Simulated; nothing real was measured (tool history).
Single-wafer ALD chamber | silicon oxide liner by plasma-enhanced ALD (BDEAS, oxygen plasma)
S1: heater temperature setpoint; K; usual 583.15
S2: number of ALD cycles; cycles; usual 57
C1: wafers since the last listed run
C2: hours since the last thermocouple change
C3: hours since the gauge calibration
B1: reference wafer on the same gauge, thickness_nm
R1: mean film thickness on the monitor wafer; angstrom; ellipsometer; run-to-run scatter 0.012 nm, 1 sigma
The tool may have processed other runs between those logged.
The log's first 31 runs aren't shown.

run   hour      S1  S2   C1     C2     C3     B1     R1
 32  419.2  568.15  52   41  803.5   55.4  5.667  46.13
 33  426.6  575.15  47   28  810.9   62.8  5.667  40.88
     453.7  -- thermocouple changed; heater temperature recalibrated
 34  475.6  598.15  62  159   21.9  111.8  5.662  51.91
 35    482  595.15  47   24   28.3  118.2  5.659  39.44
 36  491.9  583.15  57   38   38.2  128.1  5.657  48.88
 37  509.8  583.15  46   69   56.1    146  5.654  39.29
 38  516.3  583.15  57   25   62.6  152.5  5.651  48.77
 39  525.7  594.15  61   36     72  161.9  5.649   51.1
 40  536.4  583.15  57   41   82.7  172.6  5.648  48.74
 41  546.5  583.15  57   39   92.8  182.7  5.644  48.64
 42  557.7  577.15  53   43    104  193.9  5.643  45.58
 43  574.8  583.15  47   66  121.1    211  5.638  40.13
 44  587.2  583.15  49   48  133.5  223.4  5.634   41.9

Alternative continuations, all from the tool just after run 44; predict every row:
  A  587.7  583.15  57   1  134  223.9   ?   ?
  B  587.7  577.15  52   1  134  223.9   ?   ?
  C  587.7  578.15  57   1  134  223.9   ?   ?

run     B1     R1
  A  5.634  48.82
  B  5.634  44.93
  C  5.634  49.18
The same runs, with their run-to-run variation unchanged, on a tool lacking any hidden condition would have given:
run     R1
  A  49.13
  B  45.21
  C  49.49
